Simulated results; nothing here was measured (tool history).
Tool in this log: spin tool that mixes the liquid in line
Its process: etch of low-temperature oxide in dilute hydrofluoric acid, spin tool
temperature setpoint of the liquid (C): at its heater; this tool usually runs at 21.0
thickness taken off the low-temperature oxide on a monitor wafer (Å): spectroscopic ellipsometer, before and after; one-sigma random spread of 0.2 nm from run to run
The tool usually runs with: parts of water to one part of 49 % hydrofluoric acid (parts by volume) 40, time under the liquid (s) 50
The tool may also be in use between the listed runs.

run   hour  temperature setpoint of the liquid (C)  parts of water to one part of 49 % hydrofluoric acid (parts by volume)  time under the liquid (s)  wafers since the last listed run  hours since the thermometer was replaced  hours since the hydrofluoric acid flow meter was replaced  hours since the gauge calibration  read-back film thickness of the low-temperature oxide reference wafer, read on the same gauge (nm)  thickness taken off the low-temperature oxide on a monitor wafer (Å)
  1    0.0                                    21.0                                                                      40                         75                                 0                                    2275.0                                                      623.6                               19.6                                                                                               50.00                                                                 548.1
  2   15.7                                    21.0                                                                      40                         75                               179                                    2290.7                                                      639.3                               35.3                                                                                               50.01                                                                 545.3
  3   33.7                                    21.0                                                                      40                         50                               206                                    2308.7                                                      657.3                               53.3                                                                                               50.00                                                                 361.8
  4   58.6                                    21.0                                                                      40                         50                               285                                    2333.6                                                      682.2                               78.2                                                                                               49.99                                                                 364.8
  5   85.6                                    21.0                                                                      40                         50                               309                                    2360.6                                                      709.2                              105.2                                                                                               49.99                                                                 360.7
  6  108.5                                    21.0                                                                      40                         50                               262                                    2383.5                                                      732.1                              128.1                                                                                               50.01                                                                 362.1
  7  132.0                                    21.0                                                                      40                         50                               269                                    2407.0                                                      755.6                              151.6                                                                                               49.98                                                                 362.3
     143.5  -- hydrofluoric acid flow meter replaced
  8  151.8                                    21.0                                                                      40                         50                               215                                    2426.8                                                        8.3                              171.4                                                                                               49.99                                                                 359.6
  9  181.2                                    21.0                                                                      40                         50                               337                                    2456.2                                                       37.7                              200.8                                                                                               49.99                                                                 363.5
 10  198.3                                    19.5                                                                      55                         40                               196                                    2473.3                                                       54.8                              217.9                                                                                               49.99                                                                 196.3
     214.2  -- thermometer replaced
 11  230.0                                    21.0                                                                      40                         50                               351                                      15.8                                                       86.5                              249.6                                                                                               49.98                                                                 361.0
 12  257.7                                    17.0                                                                      50                         50                               317                                      43.5                                                      114.2                              277.3                                                                                               50.00                                                                 240.0
 13  285.5                                    25.5                                                                      60                         25                               318                                      71.3                                                      142.0                              305.1                                                                                               49.99                                                                 141.4
 14  319.0                                    21.0                                                                      55                         50                               384                                     104.8                                                      175.5                              338.6                                                                                               49.99                                                                 257.6
     340.3  -- gauge calibrated
 15  349.0                                    22.5                                                                      25                         40                               343                                     134.8                                                      205.5                                8.7                                                                                               50.01                                                                 501.2
 16  378.4                                    21.0                                                                      40                         50                               337                                     164.2                                                      234.9                               38.1                                                                                               49.99                                                                 359.1
 17  409.1                                    21.0                                                                      20                         75                               351                                     194.9                                                      265.6                               68.8                                                                                               49.99                                                                1115.3
 18  432.6                                    21.0                                                                      20                         75                               269                                     218.4                                                      289.1                               92.3                                                                                               50.01                                                                1107.8
 19  457.0                                    21.0                                                                      55                         75                               279                                     242.8                                                      313.5                              116.7                                                                                               50.00                                                                 382.7

Below are 3 alternative next runs, each starting from the tool's condition after run 19. Predict each:
  A  457.4                                    21.0                                                                      40                         50                                 4                                     243.2                                                      313.9                              117.1                                                                                                   ?                                                                     ?
  B  457.4                                    23.0                                                                      55                         25                                 4                                     243.2                                                      313.9                              117.1                                                                                                   ?                                                                     ?
  C  457.4                                    19.0                                                                      25                         60                                 4                                     243.2                                                      313.9                              117.1                                                                                                   ?                                                                     ?

run  read-back film thickness of the low-temperature oxide reference wafer, read on the same gauge (nm)  thickness taken off the low-temperature oxide on a monitor wafer (Å)
  A                                                                                               50.00                                                                 358.0
  B                                                                                               50.00                                                                 138.9
  C                                                                                               50.00                                                                 642.2
Stripped of hidden state, with their random variation kept, the same runs would have yielded:
run  thickness taken off the low-temperature oxide on a monitor wafer (Å)
  A                                                                 358.0
  B                                                                 138.9
  C                                                                 642.2
